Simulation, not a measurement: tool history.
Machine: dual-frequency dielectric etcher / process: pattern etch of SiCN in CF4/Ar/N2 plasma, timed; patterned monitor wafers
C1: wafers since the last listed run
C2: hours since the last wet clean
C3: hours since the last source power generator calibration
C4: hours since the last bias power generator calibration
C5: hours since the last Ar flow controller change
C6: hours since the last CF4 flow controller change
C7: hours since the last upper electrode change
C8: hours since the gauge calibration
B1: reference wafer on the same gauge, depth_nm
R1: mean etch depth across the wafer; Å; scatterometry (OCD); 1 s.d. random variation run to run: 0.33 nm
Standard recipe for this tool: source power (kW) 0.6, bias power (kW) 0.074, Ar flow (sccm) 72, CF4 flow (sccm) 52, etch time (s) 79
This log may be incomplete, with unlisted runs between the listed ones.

Run 1, day 0: usual settings but source power (kW) 0.7, Ar flow (sccm) 77; C1 0; C2 192.5; C3 3998.8; C4 38.8; C5 2362.4; C6 68; C7 34.1; C8 255.1; B1 89.5. Result: R1 1063 Å.
At day 0.808: source power generator calibrated.
Run 2, day 1.092: usual settings but Ar flow (sccm) 85, CF4 flow (sccm) 58; C1 154; C2 218.7; C3 6.8; C4 65; C5 2388.6; C6 94.2; C7 60.3; C8 281.3; B1 89.6. Result: R1 894 Å.
At day 1.967: Ar flow controller replaced.
Run 3, day 1.988: usual settings but source power (kW) 0.46, bias power (kW) 0.08; C1 107; C2 240.2; C3 28.3; C4 86.5; C5 0.5; C6 115.7; C7 81.8; C8 302.8; B1 89.6. Result: R1 702 Å.
Run 4, day 2.55: usual settings but source power (kW) 0.67, Ar flow (sccm) 67, CF4 flow (sccm) 45, etch time (s) 89.5; C1 93; C2 253.7; C3 41.8; C4 100; C5 14; C6 129.2; C7 95.3; C8 316.3; B1 89.7. Result: R1 1163 Å.
Run 5, day 3.971: usual settings but source power (kW) 0.45; C1 236; C2 287.8; C3 75.9; C4 134.1; C5 48.1; C6 163.3; C7 129.4; C8 350.4; B1 89.6. Result: R1 674 Å.
Run 6, day 4.942: usual settings; C1 161; C2 311.1; C3 99.2; C4 157.4; C5 71.4; C6 186.6; C7 152.7; C8 373.7; B1 89.8. Result: R1 925 Å.
Run 7, day 5.454: usual settings but bias power (kW) 0.058, Ar flow (sccm) 63, CF4 flow (sccm) 42; C1 85; C2 323.4; C3 111.5; C4 169.7; C5 83.7; C6 198.9; C7 165; C8 386; B1 89.6. Result: R1 845 Å.
Run 8, day 6.917: usual settings; C1 243; C2 358.5; C3 146.6; C4 204.8; C5 118.8; C6 234; C7 200.1; C8 421.1; B1 89.7. Result: R1 921 Å.
Run 9, day 8.162: usual settings but Ar flow (sccm) 88, CF4 flow (sccm) 42; C1 207; C2 388.4; C3 176.5; C4 234.7; C5 148.7; C6 263.9; C7 230; C8 451; B1 89.7. Result: R1 856 Å.
At day 10.05: wet clean of the chamber.
Run 10, day 10.071: usual settings; C1 151; C2 0.5; C3 222.3; C4 280.5; C5 194.5; C6 309.7; C7 275.8; C8 496.8; B1 89.8. Result: R1 907 Å.
Run 11, day 11.025: usual settings but source power (kW) 0.74; C1 158; C2 23.4; C3 245.2; C4 303.4; C5 217.4; C6 332.6; C7 298.7; C8 519.7; B1 89.6. Result: R1 1125 Å.
Run 12, day 11.729: usual settings but CF4 flow (sccm) 47; C1 117; C2 40.3; C3 262.1; C4 320.3; C5 234.3; C6 349.5; C7 315.6; C8 536.6; B1 89.8. Result: R1 896 Å.
Run 13, day 12.571: usual settings but bias power (kW) 0.063, CF4 flow (sccm) 44; C1 140; C2 60.5; C3 282.3; C4 340.5; C5 254.5; C6 369.7; C7 335.8; C8 556.8; B1 89.6. Result: R1 845 Å.
Run 14, day 13.992: usual settings but bias power (kW) 0.084, CF4 flow (sccm) 65, etch time (s) 60; C1 236; C2 94.6; C3 316.4; C4 374.6; C5 288.6; C6 403.8; C7 369.9; C8 590.9; B1 89.7. Result: R1 743 Å.
Run 15, day 15.025: usual settings but source power (kW) 0.53, bias power (kW) 0.083, Ar flow (sccm) 81, CF4 flow (sccm) 60; C1 172; C2 119.4; C3 341.2; C4 399.4; C5 313.4; C6 428.6; C7 394.7; C8 615.7; B1 89.7. Result: R1 827 Å.
Run 16, day 16.458: usual settings but bias power (kW) 0.091; C1 238; C2 153.8; C3 375.6; C4 433.8; C5 347.8; C6 463; C7 429.1; C8 650.1; B1 89.8. Result: R1 991 Å.
Run 17, day 17.279: usual settings but CF4 flow (sccm) 59; C1 136; C2 173.5; C3 395.3; C4 453.5; C5 367.5; C6 482.7; C7 448.8; C8 669.8; B1 89.8. Result: R1 931 Å.
Run 18, day 18.512: usual settings; C1 205; C2 203.1; C3 424.9; C4 483.1; C5 397.1; C6 512.3; C7 478.4; C8 699.4; B1 89.7. Result: R1 918 Å.
Run 19, day 19.146: usual settings but Ar flow (sccm) 56, etch time (s) 61; C1 105; C2 218.3; C3 440.1; C4 498.3; C5 412.3; C6 527.5; C7 493.6; C8 714.6; B1 89.7. Result: R1 753 Å.
Run 20, day 23.121: usual settings but source power (kW) 0.52, Ar flow (sccm) 60, CF4 flow (sccm) 63; C1 662; C2 313.7; C3 535.5; C4 593.7; C5 507.7; C6 622.9; C7 589; C8 810; B1 89.7. Result: R1 835 Å.
Run 21, day 24.15: usual settings but CF4 flow (sccm) 60; C1 171; C2 338.4; C3 560.2; C4 618.4; C5 532.4; C6 647.6; C7 613.7; C8 834.7; B1 89.7. Result: R1 936 Å.

Here are 5 independent what-if runs from the current tool condition. What would each one return?
Run A, day 24.167: usual settings; C1 2; C2 338.8; C3 560.6; C4 618.8; C5 532.8; C6 648; C7 614.1; C8 835.1; B1 ?. Result: R1 ?.
Run B, day 24.167: usual settings but source power (kW) 0.51, bias power (kW) 0.057; C1 2; C2 338.8; C3 560.6; C4 618.8; C5 532.8; C6 648; C7 614.1; C8 835.1; B1 ?. Result: R1 ?.
Run C, day 24.167: usual settings but source power (kW) 0.46, bias power (kW) 0.058, CF4 flow (sccm) 57, etch time (s) 66.5; C1 2; C2 338.8; C3 560.6; C4 618.8; C5 532.8; C6 648; C7 614.1; C8 835.1; B1 ?. Result: R1 ?.
Run D, day 24.167: usual settings but source power (kW) 0.51, etch time (s) 72; C1 2; C2 338.8; C3 560.6; C4 618.8; C5 532.8; C6 648; C7 614.1; C8 835.1; B1 ?. Result: R1 ?.
Run E, day 24.167: usual settings but bias power (kW) 0.068, etch time (s) 69.5; C1 2; C2 338.8; C3 560.6; C4 618.8; C5 532.8; C6 648; C7 614.1; C8 835.1; B1 ?. Result: R1 ?.

run    B1   R1
  A  89.7  926
  B  89.7  705
  C  89.7  538
  D  89.7  708
  E  89.7  789
The same runs, with their run-to-run variation unchanged, on a tool lacking any hidden condition would have given:
run   R1
  A  912
  B  695
  C  530
  D  697
  E  778
